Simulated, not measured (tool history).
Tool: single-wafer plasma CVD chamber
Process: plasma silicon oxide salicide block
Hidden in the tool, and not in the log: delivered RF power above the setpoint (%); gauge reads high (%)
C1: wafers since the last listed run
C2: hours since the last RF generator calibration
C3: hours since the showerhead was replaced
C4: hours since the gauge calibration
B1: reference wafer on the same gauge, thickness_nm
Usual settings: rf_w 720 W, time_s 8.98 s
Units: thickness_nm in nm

run 1 hour=0.0 | rf_w=720 time_s=8.98 | C1=0 C2=1927.9 C3=5430.6 C4=271.9 | B1=79.822 | thickness_nm=87.321
run 2 hour=56.6 | rf_w=720 time_s=7.80 | C1=2418 C2=1984.5 C3=5487.2 C4=328.5 | B1=79.784 | thickness_nm=75.753
run 3 hour=88.0 | rf_w=720 time_s=9.40 | C1=1341 C2=2015.9 C3=5518.6 C4=359.9 | B1=79.798 | thickness_nm=91.486
-- hour=99.8 gauge calibrated
run 4 hour=131.4 | rf_w=720 time_s=9.40 | C1=1854 C2=2059.3 C3=5562.0 C4=31.6 | B1=79.819 | thickness_nm=91.570
run 5 hour=166.6 | rf_w=610 time_s=8.98 | C1=1503 C2=2094.5 C3=5597.2 C4=66.8 | B1=79.786 | thickness_nm=82.944
run 6 hour=225.4 | rf_w=720 time_s=8.98 | C1=2512 C2=2153.3 C3=5656.0 C4=125.6 | B1=79.786 | thickness_nm=87.415
-- hour=272.8 RF generator calibrated
run 7 hour=283.1 | rf_w=790 time_s=8.98 | C1=2123 C2=10.3 C3=5713.7 C4=183.3 | B1=79.834 | thickness_nm=91.654
run 8 hour=318.5 | rf_w=810 time_s=8.20 | C1=1512 C2=45.7 C3=5749.1 C4=218.7 | B1=79.802 | thickness_nm=84.379
run 9 hour=350.3 | rf_w=600 time_s=8.98 | C1=1358 C2=77.5 C3=5780.9 C4=250.5 | B1=79.812 | thickness_nm=84.385
run 10 hour=419.1 | rf_w=720 time_s=8.98 | C1=2939 C2=146.3 C3=5849.7 C4=319.3 | B1=79.805 | thickness_nm=89.015
-- hour=427.3 gauge calibrated
-- hour=451.8 showerhead replaced
run 11 hour=453.4 | rf_w=720 time_s=7.70 | C1=1123 C2=180.6 C3=1.6 C4=26.1 | B1=79.802 | thickness_nm=76.284
run 12 hour=484.2 | rf_w=720 time_s=10.46 | C1=1315 C2=211.4 C3=32.4 C4=56.9 | B1=79.801 | thickness_nm=103.559
run 13 hour=541.0 | rf_w=720 time_s=9.87 | C1=2426 C2=268.2 C3=89.2 C4=113.7 | B1=79.799 | thickness_nm=97.676
run 14 hour=594.2 | rf_w=650 time_s=7.54 | C1=2273 C2=321.4 C3=142.4 C4=166.9 | B1=79.807 | thickness_nm=72.324
run 15 hour=642.0 | rf_w=625 time_s=9.62 | C1=2042 C2=369.2 C3=190.2 C4=214.7 | B1=79.823 | thickness_nm=91.116

5 ways to go on from here, each from the tool as it stands after run 15. What would each give?
run A hour=642.4 | rf_w=720 time_s=8.98 | C1=17 C2=369.6 C3=190.6 C4=215.1 | B1=? | thickness_nm=?
run B hour=642.4 | rf_w=625 time_s=10.21 | C1=17 C2=369.6 C3=190.6 C4=215.1 | B1=? | thickness_nm=?
run C hour=642.4 | rf_w=630 time_s=8.98 | C1=17 C2=369.6 C3=190.6 C4=215.1 | B1=? | thickness_nm=?
run D hour=642.4 | rf_w=765 time_s=9.46 | C1=17 C2=369.6 C3=190.6 C4=215.1 | B1=? | thickness_nm=?
run E hour=642.4 | rf_w=790 time_s=7.28 | C1=17 C2=369.6 C3=190.6 C4=215.1 | B1=? | thickness_nm=?

run=A B1=79.806 thickness_nm=88.981
run=B B1=79.806 thickness_nm=96.994
run=C B1=79.806 thickness_nm=85.512
run=D B1=79.806 thickness_nm=95.446
run=E B1=79.806 thickness_nm=74.159
Without the tool's hidden state the same runs would have given:
run=A thickness_nm=89.300
run=B thickness_nm=97.342
run=C thickness_nm=85.818
run=D thickness_nm=95.788
run=E thickness_nm=74.424
